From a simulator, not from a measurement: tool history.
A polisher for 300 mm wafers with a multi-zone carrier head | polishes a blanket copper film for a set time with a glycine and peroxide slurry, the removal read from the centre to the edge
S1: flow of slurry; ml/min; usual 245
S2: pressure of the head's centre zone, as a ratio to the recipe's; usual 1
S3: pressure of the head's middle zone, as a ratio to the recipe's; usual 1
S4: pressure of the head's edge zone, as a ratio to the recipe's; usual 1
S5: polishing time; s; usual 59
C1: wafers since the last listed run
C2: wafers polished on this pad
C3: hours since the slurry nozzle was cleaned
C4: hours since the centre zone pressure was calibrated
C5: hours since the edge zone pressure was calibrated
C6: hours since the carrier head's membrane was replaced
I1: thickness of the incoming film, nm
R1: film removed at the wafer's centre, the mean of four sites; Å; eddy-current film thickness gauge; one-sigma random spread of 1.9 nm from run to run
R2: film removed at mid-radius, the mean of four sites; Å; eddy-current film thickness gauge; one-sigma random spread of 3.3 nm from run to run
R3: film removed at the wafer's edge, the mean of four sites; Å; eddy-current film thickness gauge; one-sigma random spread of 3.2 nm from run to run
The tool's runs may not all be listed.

run	hour	S1	S2	S3	S4	S5	C1	C2	C3	C4	C5	C6	I1	R1	R2	R3
1	0	245	1	1	1	59	0	136	549.2	179.5	639.4	1096.1	2386.4	2719	2708	2762
2	33.7	245	1.03	1	1	75	303	440	582.9	213.2	673.1	1129.8	2340	3542	3478	3483
3	66.1	245	1	1	1	59	291	732	615.3	245.6	705.5	1162.2	2378	2757	2747	2762
4	78.3	245	1	1	1	59	109	842	627.5	257.8	717.7	1174.4	2314.9	2702	2764	2821
# hour 119.5: worn pad replaced by a new one
5	174.3	245	1	1	1	59	828	493	723.5	353.8	813.7	1270.4	2357.6	2666	2636	2740
6	200.3	245	1	1	1	59	234	727	749.5	379.8	839.7	1296.4	2366	2687	2625	2669
7	224.8	245	1	1	1	59	220	948	774	404.3	864.2	1320.9	2356.9	2639	2683	2723
8	238	245	1	1	1	48	118	1067	787.2	417.5	877.4	1334.1	2347.9	2148	2129	2168
# hour 251.2: worn pad replaced by a new one
9	257.7	160	1.08	0.91	1	44	141	58	806.9	437.2	897.1	1353.8	2339.4	1812	1606	1825
# hour 274: slurry nozzle cleaned
10	274.5	215	0.9	1	1.1	59	142	201	0.5	454	913.9	1370.6	2340.7	2516	2755	2918
11	291.6	245	0.88	0.92	1.05	59	154	355	17.6	471.1	931	1387.7	2360	2569	2585	2859
12	311.5	245	0.88	0.92	1.05	59	179	534	37.5	491	950.9	1407.6	2380.6	2537	2597	2897
13	346.2	190	0.96	1.05	1	59	312	847	72.2	525.7	985.6	1442.3	2320.1	2609	2880	2738
14	359.7	245	1	1	1	59	121	968	85.7	539.2	999.1	1455.8	2317.2	2808	2761	2833
15	375.7	245	1.1	0.94	1.05	72	144	1112	101.7	555.2	1015.1	1471.8	2325.9	3666	3263	3545
# hour 379.9: centre zone pressure recalibrated
# hour 396.4: carrier head's membrane replaced by a new one
16	397.3	290	0.95	1.08	1	72	131	1244	123.3	17.4	1036.7	0.9	2366.8	3384	3782	3388
# hour 407.8: edge zone pressure recalibrated
# hour 411.3: worn pad replaced by a new one
17	415.5	245	1	1	1	59	114	37	141.5	35.6	7.7	19.1	2328.2	2816	2728	2798
18	431.3	245	1	1	1	59	142	180	157.3	51.4	23.5	34.9	2338.5	2790	2833	2787
19	447.8	165	1.07	0.91	1	65	148	328	173.8	67.9	40	51.4	2331.3	3036	2703	2915
20	520.1	245	1	1	1.09	59	651	980	246.1	140.2	112.3	123.7	2364.2	2823	2810	2928
21	545	245	1	1	1	59	224	1204	271	165.1	137.2	148.6	2345.6	2812	2744	2799

Branching from run 21: 5 alternative next runs. What would each branch give?
A	545.4	245	1	1	1	59	2	1207	271.4	165.5	137.6	149	2354.5	?	?	?
B	545.4	245	1.09	1.1	1	67	2	1207	271.4	165.5	137.6	149	2354.5	?	?	?
C	545.4	245	1.07	0.96	1	59	2	1207	271.4	165.5	137.6	149	2354.5	?	?	?
D	545.4	215	1	1.09	1	54	2	1207	271.4	165.5	137.6	149	2354.5	?	?	?
E	545.4	245	1	1	0.93	59	2	1207	271.4	165.5	137.6	149	2354.5	?	?	?

run	R1	R2	R3
A	2800	2760	2819
B	3398	3398	3197
C	2947	2666	2820
D	2509	2666	2540
E	2800	2760	2743
With the hidden condition removed and each run's random variation left untouched, the same runs would have given:
run	R1	R2	R3
A	2823	2780	2835
B	3427	3423	3215
C	2972	2686	2836
D	2533	2688	2556
E	2823	2781	2758
